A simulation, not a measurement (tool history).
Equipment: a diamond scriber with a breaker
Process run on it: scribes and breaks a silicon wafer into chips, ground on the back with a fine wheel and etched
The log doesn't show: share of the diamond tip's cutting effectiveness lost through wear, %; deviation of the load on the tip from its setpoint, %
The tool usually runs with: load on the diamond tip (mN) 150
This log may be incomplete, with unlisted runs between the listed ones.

run	day	load on the diamond tip (mN)	wafers since the last listed run	hours since the diamond tip was replaced	hours since the load on the tip was calibrated	incoming depth of the damage left on the back of the incoming wafer, um	depth of the median crack under the scribed line (um)	chips rejected at inspection after the break (%)
1	0	122	0	733.1	897.6	0.36	10.22	7.57
2	3.712	150	196	822.2	986.7	0.57	11.48	1.54
3	6.312	150	137	884.6	1049.1	0.61	11.25	2.18
4	8.7	150	126	941.9	1106.4	0.68	11.42	2.96
# day 11.75: diamond tip replaced by a new one
5	11.771	150	158	0.5	1180.1	0.53	12.86	1.88
6	14.362	150	137	62.7	1242.3	0.54	12.57	2.04
7	16.233	150	99	107.6	1287.2	0.35	12.63	1.9
8	19.296	165	162	181.1	1360.7	0.37	13.04	4.63
9	21.929	165	139	244.3	1423.9	0.8	13.17	4.92
10	24.446	165	133	304.7	1484.3	0.66	13.13	4.28
11	27.129	150	142	369.1	1548.7	0.68	12.6	1.4
12	29.625	150	132	429	1608.6	0.54	12.4	1.26
13	33.275	114	193	516.6	1696.2	0.35	10.17	7.04
# day 40.317: load on the tip recalibrated
14	45.996	188	670	821.9	136.3	0.62	12.57	1.72
15	47.654	111	87	861.7	176.1	0.66	9.6	22.51
16	50.475	105	149	929.4	243.8	0.36	8.86	28.78
17	52.471	131	105	977.3	291.7	0.31	9.88	14.12
# day 54.025: diamond tip replaced by a new one
18	56.746	150	222	65.3	394.3	0.35	12.37	1.53
19	59.275	177	134	126	455	0.52	13.71	8.22
20	62.908	106	192	213.2	542.2	0.74	10.29	8.47
21	65.992	150	163	287.2	616.2	0.35	12.77	1.45
22	68.421	133	128	345.5	674.5	0.52	11.8	1.05
23	71.475	132	162	418.8	747.8	0.33	11.5	1.21
24	75.675	150	222	519.6	848.6	0.68	12.46	1.18

3 options for the next run, each taken on its own from the tool as it stands now. Forecast them:
A	75.704	150	1	520.3	849.3	0.76	?	?
B	75.704	192	1	520.3	849.3	0.76	?	?
C	75.704	169	1	520.3	849.3	0.76	?	?

run	depth of the median crack under the scribed line (um)	chips rejected at inspection after the break (%)
A	12.14	1.17
B	13.99	11.71
C	12.99	4.46
Stripped of hidden state, with their random variation kept, the same runs would have yielded:
run	depth of the median crack under the scribed line (um)	chips rejected at inspection after the break (%)
A	11.8	0.86
B	13.6	8.55
C	12.63	2.67
